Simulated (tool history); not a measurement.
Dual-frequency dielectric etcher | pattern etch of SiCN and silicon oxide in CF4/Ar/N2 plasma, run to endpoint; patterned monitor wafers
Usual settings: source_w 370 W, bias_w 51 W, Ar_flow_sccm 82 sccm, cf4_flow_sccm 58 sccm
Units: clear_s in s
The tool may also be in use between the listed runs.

run,day,source_w,bias_w,Ar_flow_sccm,cf4_flow_sccm,wafers since the last listed run,hours since the last wet clean,hours since the last source power generator calibration,hours since the last bias power generator calibration,hours since the last Ar flow controller change,hours since the last CF4 flow controller change,hours since the last upper electrode change,"incoming incoming film thickness, nm",clear_s
1,0,370,57,82,58,0,134.5,3479.3,2751,1855.4,3890,2797,16.86,23.3
2,1.062,370,57,82,58,352,160,3504.8,2776.5,1880.9,3915.5,2822.5,16.75,23.1
3,1.704,370,57,82,58,213,175.4,3520.2,2791.9,1896.3,3930.9,2837.9,16.91,23.4
4,2.867,370,51,82,58,386,203.3,3548.1,2819.8,1924.2,3958.8,2865.8,16.76,23.7
5,3.983,370,51,82,58,370,230.1,3574.9,2846.6,1951,3985.6,2892.6,16.72,23.8
6,4.925,370,51,82,66,312,252.7,3597.5,2869.2,1973.6,4008.2,2915.2,16.81,23.3
# day 5.721: source power generator calibrated
# day 6.558: upper electrode replaced
7,6.579,370,51,82,68,215,292.4,20.6,2908.9,2013.3,4047.9,0.5,16.83,23.1
8,6.592,370,51,82,68,4,292.7,20.9,2909.2,2013.6,4048.2,0.8,16.84,23.2
9,7.712,370,51,82,68,372,319.6,47.8,2936.1,2040.5,4075.1,27.7,16.98,23.3
# day 8.133: Ar flow controller replaced
# day 9.492: wet clean of the chamber
10,9.512,370,51,82,58,182,0.5,91,2979.3,33.1,4118.3,70.9,16.91,24.4
11,9.858,370,59,82,64,114,8.8,99.3,2987.6,41.4,4126.6,79.2,16.83,23.1
12,10.529,370,51,71,58,222,24.9,115.4,3003.7,57.5,4142.7,95.3,16.8,23.6
13,11.158,370,51,87,52,209,40,130.5,3018.8,72.6,4157.8,110.4,16.8,24.8
14,12.046,440,51,96,58,294,61.3,151.8,3040.1,93.9,4179.1,131.7,16.8,22
15,13.458,370,51,82,58,469,95.2,185.7,3074,127.8,4213,165.6,16.87,24
16,14.375,370,51,82,58,304,117.2,207.7,3096,149.8,4235,187.6,16.72,23.9
# day 15.079: CF4 flow controller replaced
17,15.1,370,41,100,58,157,134.6,225.1,3113.4,167.2,0.5,205,16.62,26.4
# day 15.958: bias power generator calibrated
18,16.242,370,51,66,63,323,162,252.5,6.8,194.6,27.9,232.4,16.6,22.2
19,17.725,370,59,82,62,492,197.6,288.1,42.4,230.2,63.5,268,16.9,22.7
20,18.479,410,51,82,58,250,215.7,306.2,60.5,248.3,81.6,286.1,17.03,22.4

Forecast run 21:
21,19.117,370,61,91,64,211,231,321.5,75.8,263.6,96.9,301.4,16.77,?

Run 21 gave clear_s 22.4 s.
Without the tool's hidden state the same run would have given clear_s 23.3 s.
